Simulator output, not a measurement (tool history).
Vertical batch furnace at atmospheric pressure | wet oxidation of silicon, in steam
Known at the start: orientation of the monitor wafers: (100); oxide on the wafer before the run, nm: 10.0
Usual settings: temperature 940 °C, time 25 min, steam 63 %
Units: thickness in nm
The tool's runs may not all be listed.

run      day  temperature  time  steam  wafers since the last listed run  hours since the last temperature calibration  hours since the steam generator was serviced  hours since the gauge calibration  read-back reference wafer on the same gauge, thickness  thickness
  1        0          940    25     63                                 0                                         851.8                                        1316.3                             1879.7                                                   80.84      77.06
  2    3.783          940    25     63                              1515                                         942.6                                        1407.1                             1970.5                                                   80.78      77.01
  3    6.158          949  19.5     63                               951                                         999.6                                        1464.1                             2027.5                                                   80.73      68.95
  4    7.721          949  19.5     63                               625                                        1037.1                                        1501.6                               2065                                                   80.79      68.66
  5    9.862          949  19.5     63                               857                                        1088.5                                          1553                             2116.4                                                    80.8      69.55
  6   13.312          940    25     63                              1381                                        1171.3                                        1635.8                             2199.2                                                   80.88      76.26
  7   16.417          940    25     63                              1243                                        1245.8                                        1710.3                             2273.7                                                   80.76       76.5
  8   20.008          940    25     63                              1438                                          1332                                        1796.5                             2359.9                                                   80.74      75.78
  9   23.025          940    32     68                              1208                                        1404.4                                        1868.9                             2432.3                                                    80.8         99
 10   25.688          940    32     68                              1066                                        1468.3                                        1932.8                             2496.2                                                   80.82      99.43
 11   29.412          940    25     63                              1491                                        1557.7                                        2022.2                             2585.6                                                   80.81      75.66
        30.4  -- gauge calibrated
 12   31.704          940    25     63                               917                                        1612.7                                        2077.2                               31.3                                                   80.78      75.89
 13   35.633          959    33     63                              1573                                          1707                                        2171.5                              125.6                                                    80.9     115.93
 14   38.846          940    25     63                              1286                                        1784.1                                        2248.6                              202.7                                                   80.85      76.03
 15   41.917          940    25     63                              1229                                        1857.8                                        2322.3                              276.4                                                   80.84      75.78
 16   45.879          940    25     63                              1586                                        1952.9                                        2417.4                              371.5                                                   80.81      75.85
      51.025  -- steam generator serviced
      54.158  -- thermocouples replaced and temperature profile calibrated
 17   54.179          940    25     63                              2522                                           0.5                                          75.7                              570.7                                                   80.84      73.41
 18   55.321          948  17.5     53                               457                                          27.9                                         103.1                              598.1                                                   80.79       52.1
 19   59.429          960  29.5     55                              1645                                         126.5                                         201.7                              696.7                                                   80.88      93.66
 20   62.983          940  15.5     63                              1423                                         211.8                                           287                                782                                                   80.83      49.79
 21   65.292          940  15.5     75                               924                                         267.2                                         342.4                              837.4                                                   80.78      56.73
 22   71.975          949  19.5     63                              2676                                         427.6                                         502.8                              997.8                                                   80.82      65.84
 23   73.479          940    33     63                               602                                         463.7                                         538.9                             1033.9                                                    80.8      90.49
 24   77.783          964    25     54                              1723                                           567                                         642.2                             1137.2                                                   80.83      83.46
 25   79.783          948    32     56                               800                                           615                                         690.2                             1185.2                                                   80.81      87.77
      82.312  -- steam generator serviced, repeated, since the last time left the tool worse
 26   82.333          940    25     63                               620                                         676.2                                           0.5                             1246.4                                                   80.76      78.15
 27   85.942          949    18     73                              1445                                         762.8                                          87.1                               1333                                                   80.85      74.66
 28   88.588          928    34     53                              1059                                         826.3                                         150.6                             1396.5                                                    80.8      77.19
 29   90.358          940    14     55                               709                                         868.8                                         193.1                               1439                                                   80.79      44.12
 30   94.608          940    25     63                              1701                                         970.8                                         295.1                               1541                                                   80.81      77.74
 31   97.058          940    25     54                               981                                        1029.6                                         353.9                             1599.8                                                   80.73      68.77
 32  101.304          940    25     63                              1700                                        1131.5                                         455.8                             1701.7                                                   80.81       77.8
 33  103.083          950    25     63                               712                                        1174.2                                         498.5                             1744.4                                                   80.76      86.59
 34  105.454          940  36.5     73                               949                                        1231.1                                         555.4                             1801.3                                                   80.79     119.04
 35    108.4          940    20     55                              1179                                        1301.8                                         626.1                               1872                                                   80.71      58.12
 36  112.604          940    16     72                              1683                                        1402.7                                           727                             1972.9                                                   80.82      59.82
 37  114.271          940    25     74                               667                                        1442.7                                           767                             2012.9                                                   80.81      88.31
 38  116.046          940    25     63                               710                                        1485.3                                         809.6                             2055.5                                                   80.82      77.36
 39  118.096          940    37     63                               820                                        1534.5                                         858.8                             2104.7                                                   80.86     105.93

Measured less the same run without the tool's hidden state. The same run-to-run variation is in both; the gauge's scatter may not be:
The hidden state here: true tube temperature minus thermocouple reading, K; steam share off its setpoint, % of the setpoint; gauge reads high (%).
run  thickness
  1      -1.77
  2      -1.89
  3      -1.74
  4      -1.78
  5      -1.86
  6      -2.17
  7      -2.28
  8      -2.37
  9      -3.26
 10      -3.39
 11      -2.68
 12      -2.76
 13      -4.36
 14         -3
 15      -3.09
 16      -3.22
 17      -5.23
 18       -3.6
 19      -6.85
 20       -3.6
 21      -4.24
 22      -5.16
 23      -7.32
 24      -6.79
 25      -7.31
 26      -0.28
 27      -0.38
 28      -0.47
 29      -0.27
 30      -0.66
 31      -0.65
 32      -0.88
 33      -1.04
 34      -1.55
 35       -0.8
 36      -0.93
 37      -1.47
 38      -1.34
 39      -1.93
